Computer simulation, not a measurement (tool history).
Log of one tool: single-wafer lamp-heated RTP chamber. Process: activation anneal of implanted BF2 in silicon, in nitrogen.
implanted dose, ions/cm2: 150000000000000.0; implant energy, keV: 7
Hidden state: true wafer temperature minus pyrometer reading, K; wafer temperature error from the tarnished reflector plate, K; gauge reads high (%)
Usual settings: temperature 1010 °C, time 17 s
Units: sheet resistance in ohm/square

run,hour,temperature,time,wafers since the last listed run,wafers since the last pyrometer calibration,wafers since the reflector plate was cleaned,hours since the gauge calibration,"read-back reference wafer on the same gauge, sheet resistance",sheet resistance
1,0,990,11,0,667,1794,917.5,961.97,863.91
2,78.3,990,11,1382,2049,3176,995.8,962.13,860.45
# hour 159.2: reflector plate cleaned
3,159.7,990,11,1295,3345,8,1077.2,962.13,866.08
# hour 204.8: pyrometer window cleaned and pyrometer calibrated
4,334.7,1003,19,2948,2292,2956,1252.2,961.69,841.05
5,389.5,1003,19,967,3259,3924,1307,961.72,839.34
# hour 404.7: reflector plate cleaned
# hour 472.7: pyrometer window cleaned and pyrometer calibrated
6,489.8,1010,17,1488,301,1361,1407.3,961.6,844.93
7,535.2,1010,17,801,1102,2162,1452.7,961.59,842.65
8,621.8,1010,17,1528,2631,3691,1539.3,961.53,839.49
# hour 645.4: reflector plate cleaned
# hour 700.9: gauge calibrated
9,712.6,998,17,1461,4093,1187,11.7,962.35,847.56

Forecast run 10:
# hour 773.8: pyrometer window cleaned and pyrometer calibrated
10,774.3,993,7,947,8,2135,73.4,?,?

Run 10 gave read-back reference wafer on the same gauge, sheet resistance 962.4, sheet resistance 873.23 ohm/square.
Without the tool's hidden state the same run would have given sheet resistance 875.45 ohm/square.

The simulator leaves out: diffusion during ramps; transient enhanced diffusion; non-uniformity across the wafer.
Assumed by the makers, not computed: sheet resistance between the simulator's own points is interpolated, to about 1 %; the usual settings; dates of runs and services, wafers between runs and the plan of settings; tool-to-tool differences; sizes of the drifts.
